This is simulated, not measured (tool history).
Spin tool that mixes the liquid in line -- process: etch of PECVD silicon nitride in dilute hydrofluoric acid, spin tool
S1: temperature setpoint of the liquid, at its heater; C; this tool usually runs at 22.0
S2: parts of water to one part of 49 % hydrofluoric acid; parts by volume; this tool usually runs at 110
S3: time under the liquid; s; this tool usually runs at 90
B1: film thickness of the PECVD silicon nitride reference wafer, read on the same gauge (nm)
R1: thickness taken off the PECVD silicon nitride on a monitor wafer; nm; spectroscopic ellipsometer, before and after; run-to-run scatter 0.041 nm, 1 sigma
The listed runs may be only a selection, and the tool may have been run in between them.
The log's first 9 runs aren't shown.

Run 10, hour 681.1: usual settings; B1 149.995. Result: R1 4.362 nm.
Run 11, hour 747.1: usual settings; B1 149.999. Result: R1 4.454 nm.
Run 12, hour 828.9: usual settings; B1 149.994. Result: R1 4.450 nm.
Run 13, hour 890.6: usual settings; B1 150.022. Result: R1 4.398 nm.
Run 14, hour 954.6: usual settings; B1 149.993. Result: R1 4.420 nm.
At hour 958.2: thermometer replaced.
Run 15, hour 1007.3: usual settings; B1 149.987. Result: R1 4.407 nm.
Run 16, hour 1055.5: usual settings but S1 25.5 C, S2 55 parts by volume, S3 135 s; B1 150.003. Result: R1 16.554 nm.
Run 17, hour 1147.1: usual settings but S1 18.0 C; B1 150.015. Result: R1 3.298 nm.
Run 18, hour 1207.1: usual settings but S1 27.0 C, S2 90 parts by volume; B1 150.003. Result: R1 7.439 nm.
At hour 1215.0: hydrofluoric acid flow meter replaced.
Run 19, hour 1290.9: usual settings; B1 150.023. Result: R1 4.335 nm.
Run 20, hour 1408.7: usual settings but S1 23.5 C, S2 75 parts by volume, S3 50 s; B1 149.986. Result: R1 3.899 nm.
Run 21, hour 1452.4: usual settings but S2 70 parts by volume, S3 145 s; B1 150.002. Result: R1 10.987 nm.
At hour 1502.7: gauge calibrated.
Run 22, hour 1525.2: usual settings but S3 110 s; B1 150.011. Result: R1 5.401 nm.
Run 23, hour 1589.6: usual settings but S3 140 s; B1 150.002. Result: R1 6.724 nm.
Run 24, hour 1659.3: usual settings but S1 23.5 C, S2 80 parts by volume, S3 55 s; B1 150.010. Result: R1 4.135 nm.
Run 25, hour 1743.3: usual settings; B1 149.999. Result: R1 4.475 nm.

What will run 26 give?
Run 26, hour 1793.1: usual settings but S1 18.0 C, S2 155 parts by volume, S3 60 s; B1 ?. Result: R1 ?.

B1: 150.005
R1: 1.616 nm
With the hidden condition absent and the run-to-run variation left alone, this run would have shown R1 1.616 nm.
